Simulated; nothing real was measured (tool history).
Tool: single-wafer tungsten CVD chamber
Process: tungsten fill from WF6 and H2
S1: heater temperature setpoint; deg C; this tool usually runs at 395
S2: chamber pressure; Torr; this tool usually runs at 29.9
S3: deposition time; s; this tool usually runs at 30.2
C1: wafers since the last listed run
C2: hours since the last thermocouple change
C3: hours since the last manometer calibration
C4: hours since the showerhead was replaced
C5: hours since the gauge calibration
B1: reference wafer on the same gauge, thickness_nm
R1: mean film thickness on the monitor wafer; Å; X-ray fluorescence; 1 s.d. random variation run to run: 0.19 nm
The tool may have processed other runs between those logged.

run    hour   S1    S2    S3    C1      C2      C3      C4      C5      B1       R1
  1     0.0  395  29.9  30.2     0   686.6   867.4  2120.6   586.7  74.167   837.93
  2    88.9  395  29.9  30.2  1605   775.5   956.3  2209.5   675.6  74.250   835.48
  3   152.3  395  29.9  30.2  1145   838.9  1019.7  2272.9   739.0  74.221   836.68
  4   205.1  395  29.9  30.2   953   891.7  1072.5  2325.7   791.8  74.261   834.49
  5   310.0  395  29.9  28.4  1894   996.6  1177.4  2430.6   896.7  74.204   779.71
  6   409.7  395  25.0  25.4  1800  1096.3  1277.1  2530.3   996.4  74.182   641.87
  7   489.5  395  25.0  25.4  1441  1176.1  1356.9  2610.1  1076.2  74.196   639.30
      595.2  -- capacitance manometer re-zeroed and calibrated
  8   717.0  389  35.8  30.2  3964  1403.6   121.8  2837.6  1303.7  74.196   812.70
  9   763.9  399  29.9  30.2   847  1450.5   168.7  2884.5  1350.6  74.177   928.69
 10   854.5  399  29.9  30.2  1636  1541.1   259.3  2975.1  1441.2  74.250   932.31
      883.6  -- showerhead replaced
 11   929.0  395  29.9  30.2  1201  1615.6   333.8    45.4  1515.7  74.230   852.67
 12   999.1  395  29.9  30.2  1266  1685.7   403.9   115.5  1585.8  74.156   847.60
 13  1065.4  403  29.9  30.2  1197  1752.0   470.2   181.8  1652.1  74.207  1003.04
 14  1152.2  403  29.9  30.2  1567  1838.8   557.0   268.6  1738.9  74.197  1005.06
     1229.1  -- thermocouple changed; heater temperature recalibrated
 15  1233.5  390  34.8  26.9  1324     4.4   638.3   349.9  1820.2  74.243   722.51
     1331.4  -- gauge calibrated
 16  1334.7  381  29.9  27.8  1827   105.6   739.5   451.1     3.3  74.172   567.65
 17  1426.3  390  34.8  26.9  1654   197.2   831.1   542.7    94.9  74.188   722.20
 18  1522.8  395  25.2  32.2  1743   293.7   927.6   639.2   191.4  74.230   831.89
 19  1602.9  400  29.9  30.2  1446   373.8  1007.7   719.3   271.5  74.149   933.88
 20  1659.0  386  29.9  35.5  1013   429.9  1063.8   775.4   327.6  74.203   808.90
 21  1697.0  395  29.9  30.2   686   467.9  1101.8   813.4   365.6  74.194   840.36
 22  1734.3  409  22.8  31.8   673   505.2  1139.1   850.7   402.9  74.200  1033.98
 23  1840.1  395  35.0  33.1  1911   611.0  1244.9   956.5   508.7  74.209   981.67
 24  1915.9  395  34.6  35.6  1369   686.8  1320.7  1032.3   584.5  74.230  1050.02

5 ways to go on from here, each from the tool as it stands after run 24. What would each give?
  A  1916.3  395  35.9  30.2   7  687.2  1321.1  1032.7  584.9   ?   ?
  B  1916.3  386  29.9  30.2   7  687.2  1321.1  1032.7  584.9   ?   ?
  C  1916.3  395  29.9  32.7   7  687.2  1321.1  1032.7  584.9   ?   ?
  D  1916.3  395  33.1  25.7   7  687.2  1321.1  1032.7  584.9   ?   ?
  E  1916.3  384  29.9  30.2   7  687.2  1321.1  1032.7  584.9   ?   ?

run      B1      R1
  A  74.170  902.24
  B  74.170  680.71
  C  74.170  899.07
  D  74.170  739.50
  E  74.170  650.49
The same runs, with their run-to-run variation unchanged, on a tool lacking any hidden condition would have given:
run      R1
  A  926.27
  B  699.10
  C  923.35
  D  759.20
  E  668.05
